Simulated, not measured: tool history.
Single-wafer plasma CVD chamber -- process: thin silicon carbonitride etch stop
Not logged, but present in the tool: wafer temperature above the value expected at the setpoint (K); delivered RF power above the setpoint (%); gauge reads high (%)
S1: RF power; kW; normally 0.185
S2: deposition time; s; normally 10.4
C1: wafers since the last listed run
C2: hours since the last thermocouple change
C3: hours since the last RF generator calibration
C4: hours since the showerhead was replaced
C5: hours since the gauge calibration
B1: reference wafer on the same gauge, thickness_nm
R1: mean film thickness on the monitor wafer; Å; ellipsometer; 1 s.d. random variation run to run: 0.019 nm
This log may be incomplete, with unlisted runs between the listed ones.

Run 1, hour 0.0: usual settings but S1 0.165 kW; C1 0; C2 58.9; C3 97.3; C4 3356.6; C5 1526.1; B1 5.147. Result: R1 55.94 Å.
Run 2, hour 61.8: usual settings but S1 0.165 kW; C1 1676; C2 120.7; C3 159.1; C4 3418.4; C5 1587.9; B1 5.151. Result: R1 55.98 Å.
Run 3, hour 93.6: usual settings but S1 0.200 kW, S2 10.0 s; C1 862; C2 152.5; C3 190.9; C4 3450.2; C5 1619.7; B1 5.161. Result: R1 57.09 Å.
Run 4, hour 149.2: usual settings; C1 1508; C2 208.1; C3 246.5; C4 3505.8; C5 1675.3; B1 5.155. Result: R1 58.12 Å.
Run 5, hour 188.1: usual settings; C1 1055; C2 247.0; C3 285.4; C4 3544.7; C5 1714.2; B1 5.142. Result: R1 58.21 Å.
Run 6, hour 219.4: usual settings; C1 848; C2 278.3; C3 316.7; C4 3576.0; C5 1745.5; B1 5.146. Result: R1 58.09 Å.
Run 7, hour 272.7: usual settings; C1 1445; C2 331.6; C3 370.0; C4 3629.3; C5 1798.8; B1 5.149. Result: R1 57.92 Å.
Run 8, hour 306.2: usual settings; C1 908; C2 365.1; C3 403.5; C4 3662.8; C5 1832.3; B1 5.138. Result: R1 58.02 Å.
Run 9, hour 339.1: usual settings; C1 892; C2 398.0; C3 436.4; C4 3695.7; C5 1865.2; B1 5.154. Result: R1 57.99 Å.
Run 10, hour 395.5: usual settings but S1 0.200 kW; C1 1529; C2 454.4; C3 492.8; C4 3752.1; C5 1921.6; B1 5.148. Result: R1 59.18 Å.
Run 11, hour 435.1: usual settings but S1 0.200 kW; C1 1074; C2 494.0; C3 532.4; C4 3791.7; C5 1961.2; B1 5.150. Result: R1 59.58 Å.
At hour 492.8: showerhead replaced.
Run 12, hour 495.0: usual settings but S1 0.200 kW; C1 1407; C2 553.9; C3 592.3; C4 2.2; C5 2021.1; B1 5.142. Result: R1 59.63 Å.
Run 13, hour 534.2: usual settings but S1 0.210 kW; C1 1063; C2 593.1; C3 631.5; C4 41.4; C5 2060.3; B1 5.151. Result: R1 60.10 Å.
Run 14, hour 591.7: usual settings but S1 0.210 kW; C1 1559; C2 650.6; C3 689.0; C4 98.9; C5 2117.8; B1 5.141. Result: R1 60.22 Å.
At hour 656.9: gauge calibrated.
Run 15, hour 660.0: usual settings; C1 1852; C2 718.9; C3 757.3; C4 167.2; C5 3.1; B1 5.150. Result: R1 58.11 Å.
Run 16, hour 713.2: usual settings; C1 1443; C2 772.1; C3 810.5; C4 220.4; C5 56.3; B1 5.149. Result: R1 58.04 Å.
Run 17, hour 762.5: usual settings but S1 0.195 kW; C1 1337; C2 821.4; C3 859.8; C4 269.7; C5 105.6; B1 5.153. Result: R1 58.98 Å.
Run 18, hour 797.5: usual settings but S1 0.205 kW, S2 9.7 s; C1 949; C2 856.4; C3 894.8; C4 304.7; C5 140.6; B1 5.148. Result: R1 55.93 Å.
Run 19, hour 865.3: usual settings but S2 11.3 s; C1 1839; C2 924.2; C3 962.6; C4 372.5; C5 208.4; B1 5.145. Result: R1 62.83 Å.
Run 20, hour 906.0: usual settings but S1 0.150 kW, S2 11.3 s; C1 1103; C2 964.9; C3 1003.3; C4 413.2; C5 249.1; B1 5.149. Result: R1 58.89 Å.
At hour 914.2: thermocouple changed; heater temperature recalibrated.
Run 21, hour 948.2: usual settings but S1 0.210 kW, S2 11.5 s; C1 927; C2 34.0; C3 1045.5; C4 455.4; C5 291.3; B1 5.149. Result: R1 66.63 Å.
Run 22, hour 1002.3: usual settings; C1 1467; C2 88.1; C3 1099.6; C4 509.5; C5 345.4; B1 5.153. Result: R1 58.19 Å.
Run 23, hour 1041.6: usual settings; C1 1065; C2 127.4; C3 1138.9; C4 548.8; C5 384.7; B1 5.138. Result: R1 57.89 Å.
Run 24, hour 1076.4: usual settings but S1 0.160 kW, S2 9.5 s; C1 943; C2 162.2; C3 1173.7; C4 583.6; C5 419.5; B1 5.147. Result: R1 50.53 Å.
Run 25, hour 1113.7: usual settings but S2 11.8 s; C1 1011; C2 199.5; C3 1211.0; C4 620.9; C5 456.8; B1 5.138. Result: R1 65.81 Å.
Run 26, hour 1157.5: usual settings but S1 0.160 kW, S2 8.8 s; C1 1188; C2 243.3; C3 1254.8; C4 664.7; C5 500.6; B1 5.146. Result: R1 46.67 Å.
At hour 1260.3: RF generator calibrated.
Run 27, hour 1296.3: usual settings but S1 0.205 kW, S2 12.3 s; C1 3547; C2 382.1; C3 36.0; C4 803.5; C5 639.4; B1 5.142. Result: R1 70.82 Å.
Run 28, hour 1359.3: usual settings but S1 0.170 kW, S2 11.9 s; C1 1708; C2 445.1; C3 99.0; C4 866.5; C5 702.4; B1 5.144. Result: R1 64.47 Å.
Run 29, hour 1417.9: usual settings but S1 0.165 kW, S2 11.4 s; C1 1589; C2 503.7; C3 157.6; C4 925.1; C5 761.0; B1 5.145. Result: R1 61.23 Å.
Run 30, hour 1461.2: usual settings; C1 1174; C2 547.0; C3 200.9; C4 968.4; C5 804.3; B1 5.159. Result: R1 57.99 Å.
Run 31, hour 1497.6: usual settings but S1 0.200 kW, S2 9.1 s; C1 987; C2 583.4; C3 237.3; C4 1004.8; C5 840.7; B1 5.155. Result: R1 52.03 Å.
Run 32, hour 1555.4: usual settings but S1 0.205 kW, S2 8.4 s; C1 1567; C2 641.2; C3 295.1; C4 1062.6; C5 898.5; B1 5.149. Result: R1 48.51 Å.
Run 33, hour 1660.6: usual settings but S1 0.160 kW, S2 8.6 s; C1 2853; C2 746.4; C3 400.3; C4 1167.8; C5 1003.7; B1 5.140. Result: R1 45.86 Å.
Run 34, hour 1687.9: usual settings; C1 740; C2 773.7; C3 427.6; C4 1195.1; C5 1031.0; B1 5.154. Result: R1 58.16 Å.
Run 35, hour 1748.5: usual settings but S1 0.205 kW, S2 11.2 s; C1 1643; C2 834.3; C3 488.2; C4 1255.7; C5 1091.6; B1 5.156. Result: R1 64.12 Å.
At hour 1853.7: thermocouple changed; heater temperature recalibrated.
Run 36, hour 1854.2: usual settings; C1 2650; C2 0.5; C3 593.9; C4 1361.4; C5 1197.3; B1 5.144. Result: R1 58.15 Å.
Run 37, hour 1908.0: usual settings but S1 0.200 kW, S2 9.4 s; C1 1459; C2 54.3; C3 647.7; C4 1415.2; C5 1251.1; B1 5.151. Result: R1 53.70 Å.

Consider 3 possible next runs. They are alternatives, not a sequence: every one starts from the tool as it was left by run 37. What does each give?
Run A, hour 1908.4: usual settings but S1 0.205 kW; C1 10; C2 54.7; C3 648.1; C4 1415.6; C5 1251.5; B1 ?. Result: R1 ?.
Run B, hour 1908.4: usual settings but S1 0.175 kW; C1 10; C2 54.7; C3 648.1; C4 1415.6; C5 1251.5; B1 ?. Result: R1 ?.
Run C, hour 1908.4: usual settings but S1 0.215 kW, S2 11.0 s; C1 10; C2 54.7; C3 648.1; C4 1415.6; C5 1251.5; B1 ?. Result: R1 ?.

run     B1     R1
  A  5.154  60.13
  B  5.154  57.18
  C  5.154  64.56
Had the tool no hidden state, the same runs would have come out as:
run     R1
  A  60.13
  B  57.18
  C  64.56

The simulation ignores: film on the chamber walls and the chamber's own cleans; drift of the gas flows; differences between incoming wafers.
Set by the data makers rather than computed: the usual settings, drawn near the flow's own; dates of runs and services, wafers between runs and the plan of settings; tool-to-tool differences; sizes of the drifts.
